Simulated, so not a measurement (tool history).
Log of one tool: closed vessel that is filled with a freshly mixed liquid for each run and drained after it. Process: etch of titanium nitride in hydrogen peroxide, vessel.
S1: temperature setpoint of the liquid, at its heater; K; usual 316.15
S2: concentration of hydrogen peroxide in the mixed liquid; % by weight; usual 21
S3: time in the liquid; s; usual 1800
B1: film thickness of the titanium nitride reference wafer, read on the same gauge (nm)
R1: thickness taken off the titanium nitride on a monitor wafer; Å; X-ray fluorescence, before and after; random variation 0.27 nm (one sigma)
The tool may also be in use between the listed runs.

run	hour	S1	S2	S3	B1	R1
1	0	308.15	21	1800	41.34	197.1
2	32.6	316.15	21	1800	41.46	359.6
3	44.8	316.15	21	1800	41.47	364.9
4	132.2	316.15	21	1800	41.72	366.6
5	160.6	316.15	21	1800	41.8	368.4
# hour 168.5: peroxide flow meter replaced
# hour 174.6: thermometer replaced
# hour 185.3: gauge calibrated
6	225.1	316.15	21	1800	40.11	351
7	247.8	316.15	21	1800	40.1	351.2
8	265.5	316.15	21	1800	40.12	353.6
9	297.1	316.15	21	1800	40.1	352.9
10	320.1	316.15	21	1800	40.12	349.9
11	340.2	308.15	21	855	40.12	89.8
12	368.8	316.15	22.5	2225	40.14	445
13	383.2	322.15	15.5	820	40.15	235.2
14	404	324.65	17	870	40.18	308.4
# hour 410.5: new drum of peroxide connected
15	436	316.15	21	1800	40.17	352.5
16	469.3	316.15	21	1800	40.21	347.3
17	490.8	316.15	25	1800	40.22	368
18	518.3	324.15	21	2695	40.24	937
19	534.8	316.15	14.5	1085	40.27	194.9
20	554.5	316.15	21	1800	40.28	355.4
21	569.9	316.15	24	1090	40.3	219.4
22	582	320.65	21	2540	40.3	695.8
23	602.6	325.65	24	2465	40.34	1004.8
24	614.8	316.15	21	1800	40.37	353.1
25	637.9	316.15	21	1800	40.4	351.5
26	662	316.15	27.5	2395	40.39	502.5
27	681.3	316.15	27.5	1400	40.45	294.7
28	706.3	316.15	21	1800	40.46	352.9

5 ways to go on from here, each from the tool as it stands after run 28. What would each give?
A	707.4	316.15	21	1800	?	?
B	707.4	320.65	23.5	2425	?	?
C	707.4	319.65	16	1800	?	?
D	707.4	323.15	15.5	1800	?	?
E	707.4	322.15	24	1800	?	?

run	B1	R1
A	40.49	358.9
B	40.49	692.4
C	40.49	439.8
D	40.49	564.1
E	40.49	576.1
Without the tool's hidden state the same runs would have given:
run	R1
A	354.7
B	684.3
C	434.7
D	557.5
E	569.4
